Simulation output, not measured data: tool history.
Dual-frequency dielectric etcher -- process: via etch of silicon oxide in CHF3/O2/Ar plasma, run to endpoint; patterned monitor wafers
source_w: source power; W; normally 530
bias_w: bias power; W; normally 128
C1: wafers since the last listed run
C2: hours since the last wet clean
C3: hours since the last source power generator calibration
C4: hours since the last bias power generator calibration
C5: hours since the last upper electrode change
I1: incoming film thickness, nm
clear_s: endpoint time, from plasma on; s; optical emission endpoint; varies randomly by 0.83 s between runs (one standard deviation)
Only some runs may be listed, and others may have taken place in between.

{"run": 1, "day": 0.0, "source_w": 530, "bias_w": 128, "C1": 0, "C2": 81.0, "C3": 3247.5, "C4": 4007.4, "C5": 4234.2, "I1": 457.0, "clear_s": 276.8}
{"run": 2, "day": 1.479, "source_w": 530, "bias_w": 128, "C1": 200, "C2": 116.5, "C3": 3283.0, "C4": 4042.9, "C5": 4269.7, "I1": 460.2, "clear_s": 278.1}
{"run": 3, "day": 1.746, "source_w": 530, "bias_w": 128, "C1": 36, "C2": 122.9, "C3": 3289.4, "C4": 4049.3, "C5": 4276.1, "I1": 457.8, "clear_s": 277.9}
{"run": 4, "day": 2.083, "source_w": 430, "bias_w": 128, "C1": 45, "C2": 131.0, "C3": 3297.5, "C4": 4057.4, "C5": 4284.2, "I1": 458.3, "clear_s": 316.9}
{"run": 5, "day": 2.742, "source_w": 430, "bias_w": 128, "C1": 89, "C2": 146.8, "C3": 3313.3, "C4": 4073.2, "C5": 4300.0, "I1": 462.5, "clear_s": 323.3}
{"run": 6, "day": 3.283, "source_w": 530, "bias_w": 128, "C1": 73, "C2": 159.8, "C3": 3326.3, "C4": 4086.2, "C5": 4313.0, "I1": 456.1, "clear_s": 277.2}
{"run": 7, "day": 3.967, "source_w": 530, "bias_w": 128, "C1": 92, "C2": 176.2, "C3": 3342.7, "C4": 4102.6, "C5": 4329.4, "I1": 456.2, "clear_s": 277.8}
{"run": 8, "day": 4.438, "source_w": 530, "bias_w": 128, "C1": 63, "C2": 187.5, "C3": 3354.0, "C4": 4113.9, "C5": 4340.7, "I1": 459.3, "clear_s": 278.6}
{"run": 9, "day": 5.025, "source_w": 610, "bias_w": 128, "C1": 79, "C2": 201.6, "C3": 3368.1, "C4": 4128.0, "C5": 4354.8, "I1": 461.1, "clear_s": 258.2}
{"run": 10, "day": 5.383, "source_w": 610, "bias_w": 128, "C1": 48, "C2": 210.2, "C3": 3376.7, "C4": 4136.6, "C5": 4363.4, "I1": 458.2, "clear_s": 257.7}
{"day": 6.392, "done": "upper electrode replaced"}
{"run": 11, "day": 6.412, "source_w": 610, "bias_w": 128, "C1": 3, "C2": 234.9, "C3": 3401.4, "C4": 4161.3, "C5": 0.5, "I1": 463.4, "clear_s": 259.8}
{"run": 12, "day": 6.75, "source_w": 530, "bias_w": 153, "C1": 45, "C2": 243.0, "C3": 3409.5, "C4": 4169.4, "C5": 8.6, "I1": 459.5, "clear_s": 266.8}
{"run": 13, "day": 7.004, "source_w": 590, "bias_w": 141, "C1": 34, "C2": 249.1, "C3": 3415.6, "C4": 4175.5, "C5": 14.7, "I1": 457.5, "clear_s": 255.1}
{"day": 7.342, "done": "source power generator calibrated"}
{"run": 14, "day": 7.362, "source_w": 430, "bias_w": 145, "C1": 25, "C2": 257.7, "C3": 0.5, "C4": 4184.1, "C5": 23.3, "I1": 453.2, "clear_s": 308.0}
{"run": 15, "day": 7.817, "source_w": 440, "bias_w": 128, "C1": 61, "C2": 268.6, "C3": 11.4, "C4": 4195.0, "C5": 34.2, "I1": 462.2, "clear_s": 319.4}
{"run": 16, "day": 8.379, "source_w": 580, "bias_w": 159, "C1": 76, "C2": 282.1, "C3": 24.9, "C4": 4208.5, "C5": 47.7, "I1": 455.3, "clear_s": 249.6}
{"day": 9.258, "done": "bias power generator calibrated"}
{"run": 17, "day": 9.279, "source_w": 600, "bias_w": 156, "C1": 99, "C2": 303.7, "C3": 46.5, "C4": 0.5, "C5": 69.3, "I1": 455.0, "clear_s": 246.1}
{"run": 18, "day": 9.404, "source_w": 480, "bias_w": 98, "C1": 16, "C2": 306.7, "C3": 49.5, "C4": 3.5, "C5": 72.3, "I1": 464.0, "clear_s": 325.4}
{"run": 19, "day": 9.729, "source_w": 530, "bias_w": 128, "C1": 44, "C2": 314.5, "C3": 57.3, "C4": 11.3, "C5": 80.1, "I1": 455.4, "clear_s": 278.8}
{"run": 20, "day": 10.192, "source_w": 600, "bias_w": 112, "C1": 62, "C2": 325.6, "C3": 68.4, "C4": 22.4, "C5": 91.2, "I1": 456.7, "clear_s": 268.7}
{"run": 21, "day": 10.446, "source_w": 530, "bias_w": 128, "C1": 34, "C2": 331.7, "C3": 74.5, "C4": 28.5, "C5": 97.3, "I1": 459.0, "clear_s": 282.7}
{"day": 12.133, "done": "wet clean of the chamber"}
{"run": 22, "day": 12.154, "source_w": 500, "bias_w": 128, "C1": 96, "C2": 0.5, "C3": 115.5, "C4": 69.5, "C5": 138.3, "I1": 459.3, "clear_s": 286.6}
{"run": 23, "day": 12.171, "source_w": 420, "bias_w": 139, "C1": 2, "C2": 0.9, "C3": 115.9, "C4": 69.9, "C5": 138.7, "I1": 462.4, "clear_s": 317.5}
{"run": 24, "day": 12.65, "source_w": 530, "bias_w": 128, "C1": 64, "C2": 12.4, "C3": 127.4, "C4": 81.4, "C5": 150.2, "I1": 458.6, "clear_s": 276.7}
{"run": 25, "day": 13.104, "source_w": 490, "bias_w": 108, "C1": 61, "C2": 23.3, "C3": 138.3, "C4": 92.3, "C5": 161.1, "I1": 457.1, "clear_s": 303.9}
{"run": 26, "day": 13.758, "source_w": 490, "bias_w": 100, "C1": 88, "C2": 39.0, "C3": 154.0, "C4": 108.0, "C5": 176.8, "I1": 456.1, "clear_s": 310.1}
{"run": 27, "day": 14.388, "source_w": 530, "bias_w": 128, "C1": 85, "C2": 54.1, "C3": 169.1, "C4": 123.1, "C5": 191.9, "I1": 460.0, "clear_s": 277.0}
{"run": 28, "day": 14.929, "source_w": 530, "bias_w": 103, "C1": 73, "C2": 67.1, "C3": 182.1, "C4": 136.1, "C5": 204.9, "I1": 457.8, "clear_s": 292.2}
{"run": 29, "day": 15.325, "source_w": 400, "bias_w": 156, "C1": 53, "C2": 76.6, "C3": 191.6, "C4": 145.6, "C5": 214.4, "I1": 452.2, "clear_s": 314.4}
{"run": 30, "day": 15.704, "source_w": 450, "bias_w": 153, "C1": 51, "C2": 85.7, "C3": 200.7, "C4": 154.7, "C5": 223.5, "I1": 457.4, "clear_s": 291.0}
{"run": 31, "day": 16.342, "source_w": 530, "bias_w": 128, "C1": 86, "C2": 101.0, "C3": 216.0, "C4": 170.0, "C5": 238.8, "I1": 458.4, "clear_s": 276.8}
{"run": 32, "day": 17.067, "source_w": 450, "bias_w": 154, "C1": 98, "C2": 118.4, "C3": 233.4, "C4": 187.4, "C5": 256.2, "I1": 453.0, "clear_s": 291.0}
{"run": 33, "day": 17.483, "source_w": 530, "bias_w": 128, "C1": 56, "C2": 128.4, "C3": 243.4, "C4": 197.4, "C5": 266.2, "I1": 453.9, "clear_s": 277.2}
{"run": 34, "day": 17.912, "source_w": 610, "bias_w": 101, "C1": 58, "C2": 138.7, "C3": 253.7, "C4": 207.7, "C5": 276.5, "I1": 454.4, "clear_s": 268.9}
{"run": 35, "day": 18.525, "source_w": 480, "bias_w": 107, "C1": 83, "C2": 153.4, "C3": 268.4, "C4": 222.4, "C5": 291.2, "I1": 457.5, "clear_s": 311.1}

What if the next run were any one of these 4? Each begins from the tool's condition after run 35:
{"run": "A", "day": 18.546, "source_w": 530, "bias_w": 128, "C1": 2, "C2": 153.9, "C3": 268.9, "C4": 222.9, "C5": 291.7, "I1": 460.1, "clear_s": "?"}
{"run": "B", "day": 18.546, "source_w": 570, "bias_w": 101, "C1": 2, "C2": 153.9, "C3": 268.9, "C4": 222.9, "C5": 291.7, "I1": 460.1, "clear_s": "?"}
{"run": "C", "day": 18.546, "source_w": 480, "bias_w": 154, "C1": 2, "C2": 153.9, "C3": 268.9, "C4": 222.9, "C5": 291.7, "I1": 460.1, "clear_s": "?"}
{"run": "D", "day": 18.546, "source_w": 410, "bias_w": 128, "C1": 2, "C2": 153.9, "C3": 268.9, "C4": 222.9, "C5": 291.7, "I1": 460.1, "clear_s": "?"}

run=A clear_s=279.3
run=B clear_s=283.9
run=C clear_s=282.5
run=D clear_s=332.5
Take away the tool's hidden state, keep each run's random variation, and the runs would have read:
run=A clear_s=276.4
run=B clear_s=281.0
run=C clear_s=279.6
run=D clear_s=329.1
